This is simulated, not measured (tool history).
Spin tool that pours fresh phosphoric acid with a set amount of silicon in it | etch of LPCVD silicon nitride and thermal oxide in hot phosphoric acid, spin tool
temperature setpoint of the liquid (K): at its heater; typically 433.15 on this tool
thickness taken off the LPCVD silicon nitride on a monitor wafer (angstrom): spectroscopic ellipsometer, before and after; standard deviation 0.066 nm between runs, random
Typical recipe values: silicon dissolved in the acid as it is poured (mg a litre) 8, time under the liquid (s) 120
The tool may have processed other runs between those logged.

run   hour  temperature setpoint of the liquid (K)  silicon dissolved in the acid as it is poured (mg a litre)  time under the liquid (s)  wafers since the last listed run  hours since the thermometer was replaced  hours since the dissolved silicon flow meter was replaced  hours since the heated supply line was repaired  hours since the gauge calibration  read-back film thickness of the LPCVD silicon nitride reference wafer, read on the same gauge (nm)  thickness taken off the LPCVD silicon nitride on a monitor wafer (angstrom)
  1      0                                  433.15                                                           8                        120                                 0                                    2335.9                                                      984.7                                            776.9                                174                                                                                               50.02                                                                         99.1
  2   18.5                                  433.15                                                           8                        120                               171                                    2354.4                                                     1003.2                                            795.4                              192.5                                                                                                  50                                                                         98.1
  3   47.8                                  433.15                                                           8                        120                               272                                    2383.7                                                     1032.5                                            824.7                              221.8                                                                                               50.02                                                                         97.7
      56.7  -- gauge calibrated
  4   70.6                                  433.15                                                           8                        120                               211                                    2406.5                                                     1055.3                                            847.5                               13.9                                                                                                  50                                                                         98.7
  5   83.8                                  433.15                                                           8                        120                               122                                    2419.7                                                     1068.5                                            860.7                               27.1                                                                                               50.03                                                                         98.4
  6  118.9                                  433.15                                                           8                        120                               326                                    2454.8                                                     1103.6                                            895.8                               62.2                                                                                               50.01                                                                         97.4
  7  148.2                                  433.15                                                        10.5                         85                               272                                    2484.1                                                     1132.9                                            925.1                               91.5                                                                                               49.99                                                                         68.7
  8    161                                  433.15                                                        10.5                         85                               118                                    2496.9                                                     1145.7                                            937.9                              104.3                                                                                               49.99                                                                         68.4
  9  180.3                                  433.15                                                           8                        120                               179                                    2516.2                                                       1165                                            957.2                              123.6                                                                                               49.99                                                                         96.5
     202.8  -- heated supply line repaired
 10  212.5                                  433.15                                                         2.5                        175                               289                                    2548.4                                                     1197.2                                              9.7                              155.8                                                                                               49.98                                                                        164.2
     242.1  -- thermometer replaced
 11  245.5                                  431.65                                                          11                        140                               297                                       3.4                                                     1230.2                                             42.7                              188.8                                                                                               49.97                                                                        123.4
 12  270.8                                  433.15                                                          14                        100                               234                                      28.7                                                     1255.5                                               68                              214.1                                                                                               49.94                                                                         93.4
 13  288.1                                  433.15                                                         6.5                        120                               160                                        46                                                     1272.8                                             85.3                              231.4                                                                                               50.04                                                                        113.2
 14  310.2                                  434.15                                                           3                         95                               205                                      68.1                                                     1294.9                                            107.4                              253.5                                                                                               50.03                                                                         90.5
     317.3  -- dissolved silicon flow meter replaced
     330.8  -- gauge calibrated
 15  338.8                                  433.15                                                           8                        120                               256                                      96.7                                                       21.5                                              136                                  8                                                                                               50.01                                                                        110.6
 16  374.1                                  433.15                                                           8                        120                               327                                       132                                                       56.8                                            171.3                               43.3                                                                                               50.02                                                                        110.2
 17  394.8                                  436.15                                                           8                         60                               192                                     152.7                                                       77.5                                              192                                 64                                                                                               50.01                                                                         60.6
 18  431.2                                  434.65                                                         4.5                         55                               338                                     189.1                                                      113.9                                            228.4                              100.4                                                                                               49.98                                                                         52.3
 19  457.2                                  433.15                                                           8                        120                               241                                     215.1                                                      139.9                                            254.4                              126.4                                                                                               49.99                                                                        108.8

For some of the steps in thickness taken off the LPCVD silicon nitride on a monitor wafer (angstrom) from one run to the next: how much would appear even if the tool had no hidden state, given the settings, what came in and random variation, and how much remains for the hidden state plus any gauge scatter that the measured result and the result without hidden state don't share?
What the log doesn't record here: liquid hotter than its thermometer reads (K); dissolved silicon flow below the setpoint (%); temperature lost on the way to the wafer (K); gauge reads high (%).
Run 9 -> 10: silicon dissolved in the acid as it is poured (mg a litre) 8 -> 2.5, time under the liquid (s) 120 -> 175, heated supply line repaired. thickness taken off the LPCVD silicon nitride on a monitor wafer (angstrom) +67.7: hidden state +16, all else +51.7.
